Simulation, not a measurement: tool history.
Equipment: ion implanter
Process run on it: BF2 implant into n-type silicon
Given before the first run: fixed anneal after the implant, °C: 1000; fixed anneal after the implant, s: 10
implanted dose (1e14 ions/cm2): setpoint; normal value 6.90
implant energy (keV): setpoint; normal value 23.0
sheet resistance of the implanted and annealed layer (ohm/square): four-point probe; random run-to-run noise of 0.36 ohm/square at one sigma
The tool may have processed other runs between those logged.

run	hour	implanted dose (1e14 ions/cm2)	implant energy (keV)	read-back reference wafer on the same gauge, sheet resistance	sheet resistance of the implanted and annealed layer (ohm/square)
1	0.0	6.33	23.0	213.93	247.67
2	165.7	6.90	21.0	214.07	248.04
3	208.9	8.00	23.0	213.94	227.59
4	266.8	6.90	23.0	213.90	239.12
5	366.2	6.90	23.0	213.99	239.38
# hour 403.9: gauge calibrated
6	416.5	6.90	23.0	214.07	240.23
# hour 464.3: Faraday cup replaced and dose calibrated
7	479.5	6.90	23.0	214.01	244.84
8	538.0	6.90	23.0	213.88	244.72
# hour 547.4: extraction supply calibrated
9	589.8	6.90	23.0	214.07	240.37
10	642.0	6.90	23.0	213.85	239.75
11	700.7	6.90	23.0	214.10	239.79
12	730.2	6.90	23.0	214.11	239.58
13	792.4	4.99	29.0	213.98	268.09
14	824.9	5.02	28.0	214.09	268.90
15	860.0	6.90	17.0	214.06	270.46
16	906.4	7.98	29.0	214.01	204.75
17	961.8	6.90	23.0	214.08	238.97
18	1013.3	6.27	18.5	213.98	270.41
19	1065.9	8.46	17.5	214.03	252.74
20	1116.9	4.99	25.0	214.04	275.39
21	1174.0	5.56	18.0	213.91	286.82

Branching from run 21: 5 alternative next runs. What would each branch give?
A	1174.4	5.76	23.0	?	?
B	1174.4	6.90	29.0	?	?
C	1174.4	5.88	30.5	?	?
D	1174.4	5.65	20.0	?	?
E	1174.4	6.28	20.0	?	?

run	read-back reference wafer on the same gauge, sheet resistance	sheet resistance of the implanted and annealed layer (ohm/square)
A	214.15	258.97
B	214.15	217.76
C	214.15	234.40
D	214.15	274.31
E	214.15	261.64
Take away the tool's hidden state, keep each run's random variation, and the runs would have read:
run	sheet resistance of the implanted and annealed layer (ohm/square)
A	263.67
B	221.51
C	239.44
D	278.90
E	265.45

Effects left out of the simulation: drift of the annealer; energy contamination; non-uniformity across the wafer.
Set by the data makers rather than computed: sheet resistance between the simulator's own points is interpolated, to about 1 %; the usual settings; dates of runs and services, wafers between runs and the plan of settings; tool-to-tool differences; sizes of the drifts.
